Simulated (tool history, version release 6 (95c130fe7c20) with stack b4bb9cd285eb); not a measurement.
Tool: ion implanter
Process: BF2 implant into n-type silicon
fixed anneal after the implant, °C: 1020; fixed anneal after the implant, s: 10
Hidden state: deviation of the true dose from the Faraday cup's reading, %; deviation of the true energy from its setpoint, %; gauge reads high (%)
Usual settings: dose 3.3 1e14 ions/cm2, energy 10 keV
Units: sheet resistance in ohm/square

run,hour,dose,energy,wafers since the last listed run,hours since the last dose calibration,hours since the extraction supply was calibrated,hours since the gauge calibration,"read-back reference wafer on the same gauge, sheet resistance",sheet resistance
1,0,3.3,10,0,1924.5,5166.2,191,483.32,418.84
2,19.8,3.52,10,825,1944.3,5186,210.8,483.05,405.85
3,32.8,2.83,10,541,1957.3,5199,223.8,484.07,468.74
4,62.5,2.83,10,1237,1987,5228.7,253.5,483.52,474.61
5,94.4,3.3,10,1329,2018.9,5260.6,285.4,485.7,420.98
6,112.1,3.3,10,737,2036.6,5278.3,303.1,485.97,419.74
7,128.1,3.3,9,666,2052.6,5294.3,319.1,486.27,436.6
8,161.3,4.01,10,1383,2085.8,5327.5,352.3,485.82,372.14
9,189.8,4.01,10,1187,2114.3,5356,380.8,487.02,370.66
10,208.9,4.01,10,795,2133.4,5375.1,399.9,487.08,375.78
11,222.8,3.3,10,579,2147.3,5389,413.8,487.99,424.62
12,239.9,3.3,10,712,2164.4,5406.1,430.9,488.66,422.8
13,273.2,4.23,7.5,1387,2197.7,5439.4,464.2,487.41,396.65
14,287.3,3.96,8.5,587,2211.8,5453.5,478.3,489.3,397.94
15,315.9,3.8,12,1191,2240.4,5482.1,506.9,489.3,374.1
# hour 331.6: Faraday cup replaced and dose calibrated
16,347.6,3.3,10,987,16,5513.8,538.6,490.59,430.72
17,365.4,2.59,9,741,33.8,5531.6,556.4,491.93,519.03
# hour 379.9: gauge calibrated
18,383.2,3.3,10,741,51.6,5549.4,3.3,481.43,418.75
19,397.7,3.3,13.5,604,66.1,5563.9,17.8,482.7,390.81
# hour 426: extraction supply calibrated
20,430,2.48,10,1012,98.4,4,50.1,483.07,518.04
21,449.8,3.3,11.5,825,118.2,23.8,69.9,482.23,406.34
22,465.2,3.79,7.5,641,133.6,39.2,85.3,482.15,422.35
23,487.7,2.62,13,937,156.1,61.7,107.8,483.59,477
24,518.6,3.05,10,1287,187,92.6,138.7,485.02,445.71
25,552.2,2.38,12,1400,220.6,126.2,172.3,484.97,513.04

What the log doesn't show, run by run:
deviation of the true dose from the Faraday cup's reading, %: 0 in every run
deviation of the true energy from its setpoint, %: 0 in every run
H1: gauge reads high (%)
run,H1
1,0.521
2,0.6
3,0.652
4,0.771
5,0.898
6,0.969
7,1.03
8,1.17
9,1.28
10,1.36
11,1.41
12,1.48
13,1.61
14,1.67
15,1.78
16,1.91
17,1.98
18,0.198
19,0.256
20,0.385
21,0.464
22,0.526
23,0.616
24,0.739
25,0.874
